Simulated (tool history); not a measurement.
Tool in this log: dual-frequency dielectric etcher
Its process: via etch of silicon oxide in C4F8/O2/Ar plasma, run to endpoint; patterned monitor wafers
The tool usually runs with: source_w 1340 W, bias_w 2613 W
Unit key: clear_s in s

run,hour,source_w,bias_w,"incoming incoming film thickness, nm",clear_s
1,0,1100,2613,1933,400.4
2,30,1100,2613,1925.6,400
3,43,1100,2613,1933.2,397.1
4,69.6,1340,2613,1945.3,391.7
5,85.1,1340,2613,1927.3,389
6,116.6,1340,2613,1926.6,394.3
7,151.2,1340,2613,1958.7,395.6
8,184,1340,2613,1932.8,395.2
# hour 219.6: upper electrode replaced, of another model than before
9,220.1,1340,2613,1938.5,392.6
10,231.9,1340,2613,1934.6,397.2
# hour 263.9: wet clean of the chamber
11,264.4,1340,2613,1925.2,381.7
12,276.5,1340,2613,1926.9,384.6
# hour 282.6: bias power generator calibrated
13,291,1340,2613,1939.3,382.6
14,310.3,1340,2613,1942.4,385.2
15,325.7,1050,3084,1935.9,384.9
# hour 349.5: source power generator calibrated
16,354.3,1020,3130,1929.3,385.7
17,382.7,1340,2162,1933.9,404.3
18,413.8,1050,3084,1936.4,382.8
19,440.2,1620,2360,1922.4,379.9
20,470.5,1050,2085,1926.8,417.6
21,486.6,1220,2022,1948,417.4
22,512.9,1340,2613,1927.9,390.8
23,536.6,1340,2613,1937.2,394.5
24,567.1,1430,2282,1929.9,400.6
25,600.1,1030,2027,1948.2,430.5
26,617.9,1180,3198,1939.1,379.9
27,693.1,1600,2613,1934.8,383.4

Below are 4 alternative next runs, each starting from the tool's condition after run 27. Predict each:
A,693.6,1340,2613,1936.6,?
B,693.6,1180,3028,1936.6,?
C,693.6,1050,2613,1936.6,?
D,693.6,1340,2958,1936.6,?

run,clear_s
A,396.8
B,389.7
C,407.7
D,386
With no hidden state in the tool, these same runs would have given:
run,clear_s
A,379.3
B,372.5
C,389.8
D,369

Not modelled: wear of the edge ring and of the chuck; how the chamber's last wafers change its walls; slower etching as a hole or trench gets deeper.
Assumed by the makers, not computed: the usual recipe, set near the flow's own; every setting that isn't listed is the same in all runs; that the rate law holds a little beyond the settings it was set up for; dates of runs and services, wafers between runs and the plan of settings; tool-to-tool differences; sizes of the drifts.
